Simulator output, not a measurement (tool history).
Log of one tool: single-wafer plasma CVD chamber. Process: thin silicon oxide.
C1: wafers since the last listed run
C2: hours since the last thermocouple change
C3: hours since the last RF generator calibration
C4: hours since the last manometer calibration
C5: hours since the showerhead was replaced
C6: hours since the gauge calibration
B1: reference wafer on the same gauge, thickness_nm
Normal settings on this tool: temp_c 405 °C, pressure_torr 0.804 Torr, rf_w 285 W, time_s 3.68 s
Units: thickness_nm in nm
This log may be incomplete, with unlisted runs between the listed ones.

run 1 hour=0.0 | temp_c=405 pressure_torr=0.893 rf_w=285 time_s=3.68 | C1=0 C2=1625.2 C3=394.8 C4=922.1 C5=3048.4 C6=465.3 | B1=6.011 | thickness_nm=7.618
run 2 hour=27.7 | temp_c=405 pressure_torr=0.893 rf_w=285 time_s=3.68 | C1=495 C2=1652.9 C3=422.5 C4=949.8 C5=3076.1 C6=493.0 | B1=6.023 | thickness_nm=7.568
run 3 hour=62.7 | temp_c=405 pressure_torr=0.804 rf_w=285 time_s=3.68 | C1=625 C2=1687.9 C3=457.5 C4=984.8 C5=3111.1 C6=528.0 | B1=6.013 | thickness_nm=7.012
run 4 hour=83.6 | temp_c=405 pressure_torr=0.804 rf_w=285 time_s=3.68 | C1=373 C2=1708.8 C3=478.4 C4=1005.7 C5=3132.0 C6=548.9 | B1=6.015 | thickness_nm=7.008
run 5 hour=172.1 | temp_c=405 pressure_torr=0.804 rf_w=285 time_s=3.68 | C1=1581 C2=1797.3 C3=566.9 C4=1094.2 C5=3220.5 C6=637.4 | B1=6.025 | thickness_nm=7.008
run 6 hour=224.3 | temp_c=405 pressure_torr=0.804 rf_w=285 time_s=3.68 | C1=932 C2=1849.5 C3=619.1 C4=1146.4 C5=3272.7 C6=689.6 | B1=6.021 | thickness_nm=6.950
run 7 hour=243.0 | temp_c=405 pressure_torr=0.804 rf_w=285 time_s=3.68 | C1=334 C2=1868.2 C3=637.8 C4=1165.1 C5=3291.4 C6=708.3 | B1=6.029 | thickness_nm=7.043
run 8 hour=263.9 | temp_c=405 pressure_torr=0.804 rf_w=285 time_s=3.68 | C1=373 C2=1889.1 C3=658.7 C4=1186.0 C5=3312.3 C6=729.2 | B1=6.023 | thickness_nm=7.015
run 9 hour=278.5 | temp_c=405 pressure_torr=0.804 rf_w=285 time_s=3.68 | C1=260 C2=1903.7 C3=673.3 C4=1200.6 C5=3326.9 C6=743.8 | B1=6.022 | thickness_nm=6.934
-- hour=305.1 capacitance manometer re-zeroed and calibrated
run 10 hour=313.8 | temp_c=405 pressure_torr=0.804 rf_w=285 time_s=3.68 | C1=487 C2=1939.0 C3=708.6 C4=8.7 C5=3362.2 C6=779.1 | B1=6.018 | thickness_nm=6.990
-- hour=330.9 gauge calibrated
run 11 hour=342.1 | temp_c=405 pressure_torr=0.904 rf_w=285 time_s=3.68 | C1=505 C2=1967.3 C3=736.9 C4=37.0 C5=3390.5 C6=11.2 | B1=6.024 | thickness_nm=7.618
run 12 hour=360.0 | temp_c=405 pressure_torr=0.904 rf_w=285 time_s=3.68 | C1=319 C2=1985.2 C3=754.8 C4=54.9 C5=3408.4 C6=29.1 | B1=6.025 | thickness_nm=7.562
run 13 hour=374.2 | temp_c=405 pressure_torr=0.904 rf_w=285 time_s=3.68 | C1=253 C2=1999.4 C3=769.0 C4=69.1 C5=3422.6 C6=43.3 | B1=6.006 | thickness_nm=7.659
-- hour=382.6 RF generator calibrated
-- hour=405.4 showerhead replaced
run 14 hour=408.2 | temp_c=405 pressure_torr=0.969 rf_w=335 time_s=3.68 | C1=321 C2=2033.4 C3=25.6 C4=103.1 C5=2.8 C6=77.3 | B1=6.023 | thickness_nm=8.529
run 15 hour=432.5 | temp_c=405 pressure_torr=0.804 rf_w=325 time_s=3.01 | C1=434 C2=2057.7 C3=49.9 C4=127.4 C5=27.1 C6=101.6 | B1=6.022 | thickness_nm=5.953
run 16 hour=458.7 | temp_c=405 pressure_torr=0.804 rf_w=285 time_s=3.68 | C1=468 C2=2083.9 C3=76.1 C4=153.6 C5=53.3 C6=127.8 | B1=6.006 | thickness_nm=7.101
run 17 hour=485.0 | temp_c=416 pressure_torr=0.942 rf_w=330 time_s=3.68 | C1=469 C2=2110.2 C3=102.4 C4=179.9 C5=79.6 C6=154.1 | B1=6.021 | thickness_nm=8.193
run 18 hour=498.4 | temp_c=409 pressure_torr=0.989 rf_w=285 time_s=3.68 | C1=239 C2=2123.6 C3=115.8 C4=193.3 C5=93.0 C6=167.5 | B1=6.017 | thickness_nm=8.244
run 19 hour=526.0 | temp_c=405 pressure_torr=0.676 rf_w=240 time_s=3.68 | C1=493 C2=2151.2 C3=143.4 C4=220.9 C5=120.6 C6=195.1 | B1=6.018 | thickness_nm=5.866
run 20 hour=561.6 | temp_c=405 pressure_torr=0.804 rf_w=285 time_s=3.68 | C1=636 C2=2186.8 C3=179.0 C4=256.5 C5=156.2 C6=230.7 | B1=6.023 | thickness_nm=7.074
run 21 hour=576.3 | temp_c=405 pressure_torr=0.804 rf_w=285 time_s=3.68 | C1=262 C2=2201.5 C3=193.7 C4=271.2 C5=170.9 C6=245.4 | B1=6.017 | thickness_nm=6.999
-- hour=609.4 thermocouple changed; heater temperature recalibrated
run 22 hour=609.9 | temp_c=414 pressure_torr=0.656 rf_w=285 time_s=4.28 | C1=457 C2=0.5 C3=227.3 C4=304.8 C5=204.5 C6=279.0 | B1=6.020 | thickness_nm=6.810
run 23 hour=635.8 | temp_c=405 pressure_torr=0.804 rf_w=285 time_s=4.07 | C1=462 C2=26.4 C3=253.2 C4=330.7 C5=230.4 C6=304.9 | B1=6.025 | thickness_nm=7.734
run 24 hour=650.6 | temp_c=390 pressure_torr=0.804 rf_w=310 time_s=3.38 | C1=264 C2=41.2 C3=268.0 C4=345.5 C5=245.2 C6=319.7 | B1=6.024 | thickness_nm=6.627
run 25 hour=747.8 | temp_c=405 pressure_torr=0.804 rf_w=285 time_s=3.68 | C1=1737 C2=138.4 C3=365.2 C4=442.7 C5=342.4 C6=416.9 | B1=6.019 | thickness_nm=7.026
run 26 hour=779.2 | temp_c=405 pressure_torr=0.804 rf_w=285 time_s=3.68 | C1=561 C2=169.8 C3=396.6 C4=474.1 C5=373.8 C6=448.3 | B1=6.019 | thickness_nm=7.044
run 27 hour=792.7 | temp_c=405 pressure_torr=0.989 rf_w=245 time_s=3.68 | C1=241 C2=183.3 C3=410.1 C4=487.6 C5=387.3 C6=461.8 | B1=6.019 | thickness_nm=7.878
run 28 hour=804.9 | temp_c=405 pressure_torr=0.804 rf_w=285 time_s=3.68 | C1=218 C2=195.5 C3=422.3 C4=499.8 C5=399.5 C6=474.0 | B1=6.023 | thickness_nm=6.970

Forecast each of these 5 alternatives for the next run:
run A hour=805.3 | temp_c=405 pressure_torr=0.804 rf_w=285 time_s=3.68 | C1=7 C2=195.9 C3=422.7 C4=500.2 C5=399.9 C6=474.4 | B1=? | thickness_nm=?
run B hour=805.3 | temp_c=405 pressure_torr=0.867 rf_w=260 time_s=3.43 | C1=7 C2=195.9 C3=422.7 C4=500.2 C5=399.9 C6=474.4 | B1=? | thickness_nm=?
run C hour=805.3 | temp_c=398 pressure_torr=0.804 rf_w=285 time_s=3.18 | C1=7 C2=195.9 C3=422.7 C4=500.2 C5=399.9 C6=474.4 | B1=? | thickness_nm=?
run D hour=805.3 | temp_c=405 pressure_torr=0.804 rf_w=330 time_s=3.68 | C1=7 C2=195.9 C3=422.7 C4=500.2 C5=399.9 C6=474.4 | B1=? | thickness_nm=?
run E hour=805.3 | temp_c=405 pressure_torr=0.804 rf_w=285 time_s=4.41 | C1=7 C2=195.9 C3=422.7 C4=500.2 C5=399.9 C6=474.4 | B1=? | thickness_nm=?

run=A B1=6.022 thickness_nm=7.019
run=B B1=6.022 thickness_nm=6.796
run=C B1=6.022 thickness_nm=6.095
run=D B1=6.022 thickness_nm=7.264
run=E B1=6.022 thickness_nm=8.410
With the hidden condition removed and each run's random variation left untouched, the same runs would have given:
run=A thickness_nm=7.101
run=B thickness_nm=6.879
run=C thickness_nm=6.166
run=D thickness_nm=7.344
run=E thickness_nm=8.508

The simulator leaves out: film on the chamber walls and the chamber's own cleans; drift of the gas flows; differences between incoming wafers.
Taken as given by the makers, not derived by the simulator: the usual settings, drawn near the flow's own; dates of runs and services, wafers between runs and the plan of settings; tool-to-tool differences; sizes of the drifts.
